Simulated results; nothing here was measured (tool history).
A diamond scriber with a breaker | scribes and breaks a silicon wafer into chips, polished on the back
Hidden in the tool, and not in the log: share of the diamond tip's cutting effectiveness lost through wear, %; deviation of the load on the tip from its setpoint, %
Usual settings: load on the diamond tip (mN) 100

run   hour  load on the diamond tip (mN)  wafers since the last listed run  hours since the diamond tip was replaced  hours since the load on the tip was calibrated  incoming depth of the damage left on the back of the incoming wafer, um  depth of the median crack under the scribed line (nm)  chips rejected at inspection after the break (%)
  1      0                           100                                 0                                     897.5                                          1332.7                                                                     0.02                                                   9900                                             15.35
  2     12                           100                                14                                     909.5                                          1344.7                                                                     0.03                                                   9970                                             17.68
  3   19.4                           100                                 8                                     916.9                                          1352.1                                                                     0.01                                                   9980                                             16.64
  4   32.4                           107                                15                                     929.9                                          1365.1                                                                     0.02                                                  10550                                              7.55
  5   43.4                           107                                12                                     940.9                                          1376.1                                                                     0.03                                                  10650                                              10.1
  6   60.6                           107                                20                                     958.1                                          1393.3                                                                     0.02                                                  10470                                              9.55
  7   69.2                           115                                10                                     966.7                                          1401.9                                                                     0.03                                                  11170                                              3.39
  8     81                           115                                13                                     978.5                                          1413.7                                                                     0.01                                                  11130                                              4.23
  9     90                           115                                10                                     987.5                                          1422.7                                                                     0.03                                                  11280                                              3.63
 10  105.9                           124                                18                                    1003.4                                          1438.6                                                                     0.04                                                  11730                                              0.88
 11  114.7                           124                                10                                    1012.2                                          1447.4                                                                     0.04                                                  11680                                              0.91
 12  129.2                           100                                17                                    1026.7                                          1461.9                                                                     0.01                                                   9800                                             18.68
 13  140.2                           100                                12                                    1037.7                                          1472.9                                                                     0.05                                                   9640                                             17.89
 14  151.6                           100                                13                                    1049.1                                          1484.3                                                                     0.04                                                   9570                                             20.43
     155.5  -- load on the tip recalibrated
 15  167.4                           100                                16                                    1064.9                                            11.9                                                                     0.03                                                   9420                                             18.09
 16  174.3                            78                                 8                                    1071.8                                            18.8                                                                     0.05                                                   7530                                             65.32
 17  183.4                           125                                10                                    1080.9                                            27.9                                                                     0.04                                                  11870                                              1.43
 18  189.5                           113                                 7                                      1087                                              34                                                                     0.04                                                  10740                                              6.91
 19  201.5                            86                                14                                      1099                                              46                                                                     0.02                                                   8360                                             45.96
 20  213.1                            86                                13                                    1110.6                                            57.6                                                                     0.04                                                   8300                                             43.84
 21  220.4                            71                                 8                                    1117.9                                            64.9                                                                     0.02                                                   6740                                             77.84
 22  232.2                           116                                13                                    1129.7                                            76.7                                                                     0.04                                                  10760                                              6.12

The next listed run, before its measurement:
 23  245.9                           108                                16                                    1143.4                                            90.4                                                                     0.03                                                      ?                                                 ?

Run 23 gave depth of the median crack under the scribed line (nm) 10080, chips rejected at inspection after the break (%) 13.8.
Without the tool's hidden state the same run would have given depth of the median crack under the scribed line (nm) 12940, chips rejected at inspection after the break (%) 2.67.
